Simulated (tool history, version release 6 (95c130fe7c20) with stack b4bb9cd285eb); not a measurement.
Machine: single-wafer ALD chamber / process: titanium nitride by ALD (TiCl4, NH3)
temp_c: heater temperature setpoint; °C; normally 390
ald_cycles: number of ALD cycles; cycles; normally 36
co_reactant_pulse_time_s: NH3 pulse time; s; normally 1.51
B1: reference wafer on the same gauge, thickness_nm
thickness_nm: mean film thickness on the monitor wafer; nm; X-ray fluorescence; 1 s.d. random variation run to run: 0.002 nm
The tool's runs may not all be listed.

run 1 hour=0 | temp_c=390 ald_cycles=36 co_reactant_pulse_time_s=1.51 | B1=0.653 | thickness_nm=0.788
run 2 hour=21.1 | temp_c=390 ald_cycles=36 co_reactant_pulse_time_s=1.51 | B1=0.653 | thickness_nm=0.784
run 3 hour=53.4 | temp_c=381 ald_cycles=36 co_reactant_pulse_time_s=1.51 | B1=0.653 | thickness_nm=0.784
run 4 hour=74.9 | temp_c=390 ald_cycles=36 co_reactant_pulse_time_s=1.51 | B1=0.653 | thickness_nm=0.79
run 5 hour=110.8 | temp_c=390 ald_cycles=36 co_reactant_pulse_time_s=1.51 | B1=0.653 | thickness_nm=0.784
run 6 hour=135.4 | temp_c=390 ald_cycles=36 co_reactant_pulse_time_s=1.51 | B1=0.653 | thickness_nm=0.787
run 7 hour=148.8 | temp_c=390 ald_cycles=36 co_reactant_pulse_time_s=1.51 | B1=0.653 | thickness_nm=0.791
run 8 hour=184.6 | temp_c=390 ald_cycles=36 co_reactant_pulse_time_s=1.51 | B1=0.653 | thickness_nm=0.787
-- hour=205.1 showerhead replaced
run 9 hour=205.6 | temp_c=390 ald_cycles=36 co_reactant_pulse_time_s=1.23 | B1=0.653 | thickness_nm=0.78
run 10 hour=229.7 | temp_c=390 ald_cycles=36 co_reactant_pulse_time_s=1.51 | B1=0.653 | thickness_nm=0.791
run 11 hour=260.6 | temp_c=404 ald_cycles=32 co_reactant_pulse_time_s=1.32 | B1=0.653 | thickness_nm=0.71
-- hour=266.3 gauge calibrated
-- hour=298.6 thermocouple changed; heater temperature recalibrated
run 12 hour=299.1 | temp_c=384 ald_cycles=36 co_reactant_pulse_time_s=1.92 | B1=0.653 | thickness_nm=0.793
run 13 hour=310.5 | temp_c=404 ald_cycles=43 co_reactant_pulse_time_s=2.03 | B1=0.653 | thickness_nm=0.967
run 14 hour=342.6 | temp_c=390 ald_cycles=36 co_reactant_pulse_time_s=1.51 | B1=0.653 | thickness_nm=0.789
run 15 hour=373.9 | temp_c=375 ald_cycles=43 co_reactant_pulse_time_s=1.12 | B1=0.653 | thickness_nm=0.898
run 16 hour=397.2 | temp_c=390 ald_cycles=36 co_reactant_pulse_time_s=1.06 | B1=0.653 | thickness_nm=0.778
run 17 hour=412.5 | temp_c=404 ald_cycles=43 co_reactant_pulse_time_s=2.03 | B1=0.653 | thickness_nm=0.969

Here are 4 independent what-if runs from the current tool condition. What would each one return?
run A hour=413 | temp_c=390 ald_cycles=36 co_reactant_pulse_time_s=1.51 | B1=? | thickness_nm=?
run B hour=413 | temp_c=390 ald_cycles=34 co_reactant_pulse_time_s=1.71 | B1=? | thickness_nm=?
run C hour=413 | temp_c=400 ald_cycles=36 co_reactant_pulse_time_s=1.51 | B1=? | thickness_nm=?
run D hour=413 | temp_c=390 ald_cycles=36 co_reactant_pulse_time_s=0.95 | B1=? | thickness_nm=?

run=A B1=0.653 thickness_nm=0.787
run=B B1=0.653 thickness_nm=0.748
run=C B1=0.653 thickness_nm=0.796
run=D B1=0.653 thickness_nm=0.767
What these runs would have given with no unlogged condition in the tool:
run=A thickness_nm=0.787
run=B thickness_nm=0.748
run=C thickness_nm=0.796
run=D thickness_nm=0.767
